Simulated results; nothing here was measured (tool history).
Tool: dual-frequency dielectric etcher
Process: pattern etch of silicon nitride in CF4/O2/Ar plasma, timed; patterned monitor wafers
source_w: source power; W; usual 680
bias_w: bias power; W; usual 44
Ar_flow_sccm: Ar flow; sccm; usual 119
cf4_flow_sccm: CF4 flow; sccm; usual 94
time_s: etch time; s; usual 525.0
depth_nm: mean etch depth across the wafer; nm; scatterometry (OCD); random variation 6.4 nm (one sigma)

run,hour,source_w,bias_w,Ar_flow_sccm,cf4_flow_sccm,time_s,wafers since the last listed run,hours since the last wet clean,hours since the last source power generator calibration,hours since the last bias power generator calibration,hours since the last Ar flow controller change,hours since the last CF4 flow controller change,hours since the last upper electrode change,hours since the gauge calibration,"read-back reference wafer on the same gauge, depth_nm",depth_nm
1,0.0,680,44,119,94,525.0,0,585.4,1879.5,2841.3,1416.6,3685.9,5800.7,524.4,1409.8,1245.8
2,49.1,680,44,119,94,525.0,175,634.5,1928.6,2890.4,1465.7,3735.0,5849.8,573.5,1411.6,1244.6
# hour 78.7: wet clean of the chamber
# hour 101.3: upper electrode replaced
# hour 133.1: bias power generator calibrated
3,155.0,680,44,119,94,525.0,197,76.3,2034.5,21.9,1571.6,3840.9,53.7,679.4,1409.1,1143.1
4,215.2,680,51,119,94,525.0,214,136.5,2094.7,82.1,1631.8,3901.1,113.9,739.6,1411.6,1230.7
# hour 304.4: wet clean of the chamber, repeated, since the last time left the tool worse
5,304.9,680,51,119,94,525.0,234,0.5,2184.4,171.8,1721.5,3990.8,203.6,829.3,1410.4,1282.9
# hour 360.4: CF4 flow controller replaced
6,360.9,680,44,119,94,525.0,178,56.5,2240.4,227.8,1777.5,0.5,259.6,885.3,1409.4,1226.8
7,420.0,680,44,119,94,525.0,211,115.6,2299.5,286.9,1836.6,59.6,318.7,944.4,1409.4,1223.6
8,516.0,720,47,119,94,525.0,342,211.6,2395.5,382.9,1932.6,155.6,414.7,1040.4,1412.6,1326.1
9,581.4,680,38,119,76,642.0,233,277.0,2460.9,448.3,1998.0,221.0,480.1,1105.8,1409.0,1381.6
10,641.1,570,47,133,94,390.0,213,336.7,2520.6,508.0,2057.7,280.7,539.8,1165.5,1411.4,768.4
11,747.4,630,36,129,94,525.0,379,443.0,2626.9,614.3,2164.0,387.0,646.1,1271.8,1410.4,1048.0
# hour 783.9: source power generator calibrated
12,790.1,680,44,90,102,525.0,138,485.7,6.2,657.0,2206.7,429.7,688.8,1314.5,1410.4,1302.7
# hour 844.5: wet clean of the chamber
13,863.9,680,44,119,94,525.0,177,19.4,80.0,730.8,2280.5,503.5,762.6,1388.3,1407.1,1197.5
14,912.9,760,44,119,76,677.0,174,68.4,129.0,779.8,2329.5,552.5,811.6,1437.3,1410.3,1723.0
# hour 947.9: Ar flow controller replaced
# hour 959.7: gauge calibrated
15,982.5,680,44,119,94,525.0,227,138.0,198.6,849.4,34.6,622.1,881.2,22.8,1410.5,1220.1
16,1022.0,680,44,119,84,525.0,141,177.5,238.1,888.9,74.1,661.6,920.7,62.3,1407.8,1213.4
17,1066.1,680,44,119,94,677.5,157,221.6,282.2,933.0,118.2,705.7,964.8,106.4,1410.8,1568.7
18,1153.8,680,44,119,94,525.0,313,309.3,369.9,1020.7,205.9,793.4,1052.5,194.1,1407.7,1229.8
19,1235.1,680,44,119,94,525.0,290,390.6,451.2,1102.0,287.2,874.7,1133.8,275.4,1408.4,1236.4
20,1284.1,590,44,119,94,525.0,174,439.6,500.2,1151.0,336.2,923.7,1182.8,324.4,1407.2,1069.5
21,1346.1,680,44,119,94,437.0,221,501.6,562.2,1213.0,398.2,985.7,1244.8,386.4,1412.1,1026.7

Some steps in depth_nm between neighbouring runs. How much of each would the tool show without its hidden state too (settings, what came in, random variation), and how much is left for the hidden state, with any gauge scatter that isn't in both results?
The hidden state here: etch rate over this chamber's usual, %; source power that arrives over what is set, %; bias power that arrives over what is set, %; Ar flow that arrives over what is set, %; CF4 flow that arrives over what is set, %; gauge reads high (%).
Run 2 -> 3: wet clean of the chamber, upper electrode replaced, bias power generator calibrated. depth_nm -101.5 nm: hidden state -87.8, all else -13.7.
Run 4 -> 5: wet clean of the chamber, repeated, since the last time left the tool worse. depth_nm +52.2 nm: hidden state +56.1, all else -3.9.
Run 9 -> 10: source_w 680 -> 570, bias_w 38 -> 47, Ar_flow_sccm 119 -> 133, cf4_flow_sccm 76 -> 94, time_s 642.0 -> 390.0. depth_nm -613.2 nm: hidden state -6.9, all else -606.3.
Run 13 -> 14: source_w 680 -> 760, cf4_flow_sccm 94 -> 76, time_s 525.0 -> 677.0. depth_nm +525.5 nm: hidden state +3.6, all else +521.9.
